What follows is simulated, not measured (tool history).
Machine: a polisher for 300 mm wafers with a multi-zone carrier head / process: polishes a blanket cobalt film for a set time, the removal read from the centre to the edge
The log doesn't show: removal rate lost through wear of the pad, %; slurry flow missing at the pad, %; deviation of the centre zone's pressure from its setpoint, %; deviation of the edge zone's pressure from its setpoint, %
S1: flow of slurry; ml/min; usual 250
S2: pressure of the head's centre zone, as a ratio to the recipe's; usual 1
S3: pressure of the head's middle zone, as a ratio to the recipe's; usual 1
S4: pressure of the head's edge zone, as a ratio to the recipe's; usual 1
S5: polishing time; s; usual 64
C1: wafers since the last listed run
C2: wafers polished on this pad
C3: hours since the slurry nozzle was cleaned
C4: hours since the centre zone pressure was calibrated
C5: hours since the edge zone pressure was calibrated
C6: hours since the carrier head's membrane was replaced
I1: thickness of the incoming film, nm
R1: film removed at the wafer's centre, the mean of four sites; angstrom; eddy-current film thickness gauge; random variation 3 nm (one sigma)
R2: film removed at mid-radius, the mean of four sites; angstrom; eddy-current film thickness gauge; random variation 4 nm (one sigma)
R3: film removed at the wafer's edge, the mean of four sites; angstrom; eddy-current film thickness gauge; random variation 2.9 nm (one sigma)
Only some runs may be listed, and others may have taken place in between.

| run | hour | S1 | S2 | S3 | S4 | S5 | C1 | C2 | C3 | C4 | C5 | C6 | I1 | R1 | R2 | R3 |
|---|---|---|---|---|---|---|---|---|---|---|---|---|---|---|---|---|
| 1 | 0 | 250 | 1 | 1 | 1 | 64 | 0 | 2365 | 392.8 | 472.7 | 704 | 1285.3 | 1252.7 | 4407 | 4375 | 4404 |
| 2 | 45 | 290 | 1 | 1 | 1 | 64 | 277 | 2642 | 437.8 | 517.7 | 749 | 1330.3 | 1234.8 | 4478 | 4444 | 4464 |
|  | 62.1 | worn pad replaced by a new one |
| 3 | 90.3 | 330 | 1 | 1 | 1 | 64 | 254 | 173 | 483.1 | 563 | 794.3 | 1375.6 | 1236.4 | 4552 | 4510 | 4518 |
| 4 | 132.9 | 250 | 0.96 | 1.1 | 1 | 64 | 262 | 435 | 525.7 | 605.6 | 836.9 | 1418.2 | 1223.9 | 4257 | 4835 | 4395 |
|  | 143.4 | centre zone pressure recalibrated |
| 5 | 200.7 | 250 | 1 | 1 | 1 | 64 | 405 | 841 | 593.5 | 57.3 | 904.7 | 1486 | 1246.7 | 4355 | 4398 | 4429 |
| 6 | 242.7 | 210 | 1 | 1.1 | 1 | 64 | 258 | 1099 | 635.5 | 99.3 | 946.7 | 1528 | 1259.2 | 4319 | 4608 | 4335 |
|  | 271.7 | edge zone pressure recalibrated |
| 7 | 282.9 | 250 | 1 | 0.93 | 1 | 64 | 235 | 1335 | 675.7 | 139.5 | 11.2 | 1568.2 | 1243.2 | 4401 | 4133 | 4397 |
| 8 | 342.5 | 250 | 1 | 0.91 | 1.06 | 64 | 367 | 1702 | 735.3 | 199.1 | 70.8 | 1627.8 | 1259.9 | 4451 | 3981 | 4542 |
|  | 368.3 | carrier head's membrane replaced by a new one |
| 9 | 394.4 | 250 | 1 | 1 | 1 | 64 | 288 | 1991 | 787.2 | 251 | 122.7 | 26.1 | 1259.9 | 4405 | 4304 | 4384 |
| 10 | 437.9 | 250 | 0.89 | 1 | 1 | 77 | 267 | 2259 | 830.7 | 294.5 | 166.2 | 69.6 | 1251.8 | 4768 | 5349 | 5338 |
|  | 489.2 | worn pad replaced by a new one |
| 11 | 510.8 | 250 | 1.06 | 0.91 | 0.9 | 53 | 424 | 133 | 903.6 | 367.4 | 239.1 | 142.5 | 1238.2 | 3848 | 3351 | 3463 |
| 12 | 543.3 | 250 | 1 | 1 | 1 | 64 | 200 | 333 | 936.1 | 399.9 | 271.6 | 175 | 1247.3 | 4444 | 4421 | 4394 |
|  | 558.8 | slurry nozzle cleaned |
| 13 | 594.7 | 250 | 1 | 1 | 1 | 64 | 310 | 643 | 35.9 | 451.3 | 323 | 226.4 | 1229.1 | 4420 | 4402 | 4412 |
| 14 | 625.3 | 200 | 1 | 1 | 0.88 | 44 | 188 | 832 | 66.5 | 481.9 | 353.6 | 257 | 1255.9 | 2920 | 2917 | 2793 |
| 15 | 649.4 | 330 | 1 | 1 | 1 | 64 | 148 | 980 | 90.6 | 506 | 377.7 | 281.1 | 1242.2 | 4593 | 4505 | 4499 |
| 16 | 715.6 | 250 | 1 | 1 | 1 | 79 | 407 | 1388 | 156.8 | 572.2 | 443.9 | 347.3 | 1218.5 | 5467 | 5394 | 5411 |
| 17 | 757.6 | 250 | 1 | 1 | 1 | 64 | 258 | 1647 | 198.8 | 614.2 | 485.9 | 389.3 | 1247.9 | 4336 | 4366 | 4361 |
| 18 | 784.3 | 250 | 1 | 1 | 1 | 64 | 164 | 1811 | 225.5 | 640.9 | 512.6 | 416 | 1216.6 | 4429 | 4428 | 4351 |
|  | 849.9 | centre zone pressure recalibrated |
| 19 | 850.4 | 250 | 1 | 1 | 1 | 54 | 394 | 2206 | 291.6 | 0.5 | 578.7 | 482.1 | 1241.8 | 3707 | 3706 | 3705 |
| 20 | 916.9 | 250 | 1.09 | 1.11 | 1.05 | 47 | 409 | 2616 | 358.1 | 67 | 645.2 | 548.6 | 1224.7 | 3500 | 3511 | 3304 |
|  | 945.3 | worn pad replaced by a new one |
| 21 | 972.6 | 250 | 1 | 1 | 1 | 64 | 318 | 167 | 413.8 | 122.7 | 700.9 | 604.3 | 1238.9 | 4400 | 4406 | 4404 |
| 22 | 1013.3 | 250 | 1 | 1.1 | 0.89 | 64 | 250 | 418 | 454.5 | 163.4 | 741.6 | 645 | 1212.6 | 4426 | 4781 | 4170 |
| 23 | 1048.5 | 250 | 1 | 1 | 1 | 72 | 216 | 635 | 489.7 | 198.6 | 776.8 | 680.2 | 1244.3 | 4940 | 4911 | 4913 |

Branching from run 23: 3 alternative next runs. What would each branch give?
| A | 1048.9 | 250 | 1 | 1 | 1 | 64 | 2 | 637 | 490.1 | 199 | 777.2 | 680.6 | 1217.4 | ? | ? | ? |
| B | 1048.9 | 250 | 1.07 | 1.07 | 1.06 | 64 | 2 | 637 | 490.1 | 199 | 777.2 | 680.6 | 1217.4 | ? | ? | ? |
| C | 1048.9 | 250 | 1.07 | 1.04 | 1 | 64 | 2 | 637 | 490.1 | 199 | 777.2 | 680.6 | 1217.4 | ? | ? | ? |

| run | R1 | R2 | R3 |
|---|---|---|---|
| A | 4453 | 4360 | 4403 |
| B | 4748 | 4615 | 4519 |
| C | 4747 | 4505 | 4401 |
Take away the tool's hidden state, keep each run's random variation, and the runs would have read:
| run | R1 | R2 | R3 |
|---|---|---|---|
| A | 4453 | 4360 | 4403 |
| B | 4748 | 4615 | 4519 |
| C | 4747 | 4505 | 4401 |
